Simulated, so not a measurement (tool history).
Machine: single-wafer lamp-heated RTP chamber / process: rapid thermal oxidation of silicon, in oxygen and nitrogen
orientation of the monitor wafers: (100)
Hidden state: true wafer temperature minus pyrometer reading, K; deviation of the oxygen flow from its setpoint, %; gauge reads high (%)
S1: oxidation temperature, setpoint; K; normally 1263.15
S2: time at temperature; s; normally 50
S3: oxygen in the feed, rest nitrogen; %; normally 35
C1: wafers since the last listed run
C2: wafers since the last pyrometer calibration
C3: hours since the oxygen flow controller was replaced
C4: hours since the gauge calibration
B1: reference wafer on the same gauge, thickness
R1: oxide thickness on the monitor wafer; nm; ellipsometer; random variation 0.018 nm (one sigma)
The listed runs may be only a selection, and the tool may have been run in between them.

run    hour       S1  S2  S3   C1    C2      C3      C4     B1     R1
  1       0  1263.15  50  43    0  3027  4741.6   566.3  4.332  4.072
  2    98.9  1263.15  50  35  428  3456  4840.5   665.2  4.347  3.868
  3   154.4  1263.15  50  35  240  3696    4896   720.7  4.338  3.852
  4   233.5  1263.15  50  35  342  4039  4975.1   799.8  4.336  3.852
  5     305  1263.15  42  35  309  4348  5046.6   871.3  4.341  3.636
  6   369.8  1263.15  42  35  280  4629  5111.4   936.1  4.339  3.649
  7   454.5  1263.15  50  35  366  4996  5196.1  1020.8   4.34   3.89
        509  -- oxygen flow controller replaced
  8   509.5  1263.15  50  35  203  5199     0.5  1075.8  4.344   3.89
  9   586.9  1263.15  61  17  335  5534    77.9  1153.2   4.34  3.461
 10   680.5  1263.15  50  18  405  5940   171.5  1246.8  4.342  3.286
      737.3  -- pyrometer window cleaned and pyrometer calibrated
      740.8  -- gauge calibrated
 11   748.8  1278.15  34  65  261    49   239.8       8  4.339  4.307
 12   845.6  1242.15  28  35  419   468   336.6   104.8  4.336  2.829
 13     934  1263.15  50  44  382   851     425   193.2  4.344  4.072
 14   992.3  1263.15  50  35  252  1104   483.3   251.5  4.339  3.824
 15  1058.2  1263.15  50  35  285  1389   549.2   317.4   4.34   3.79
 16  1106.2  1274.15  32  35  207  1597   597.2   365.4  4.343  3.485
 17  1178.6  1263.15  50  62  313  1911   669.6   437.8  4.348  4.542

What if the next run were any one of these 3? Each begins from the tool's condition after run 17:
  A  1179.1  1263.15  50  51   2  1913  670.1  438.3   ?   ?
  B  1179.1  1290.15  60  35   2  1913  670.1  438.3   ?   ?
  C  1179.1  1293.15  26  35   2  1913  670.1  438.3   ?   ?

run     B1     R1
  A  4.341  4.295
  B  4.341  4.916
  C  4.341  3.612
The same runs, with their run-to-run variation unchanged, on a tool lacking any hidden condition would have given:
run     R1
  A  4.235
  B  4.847
  C  3.568

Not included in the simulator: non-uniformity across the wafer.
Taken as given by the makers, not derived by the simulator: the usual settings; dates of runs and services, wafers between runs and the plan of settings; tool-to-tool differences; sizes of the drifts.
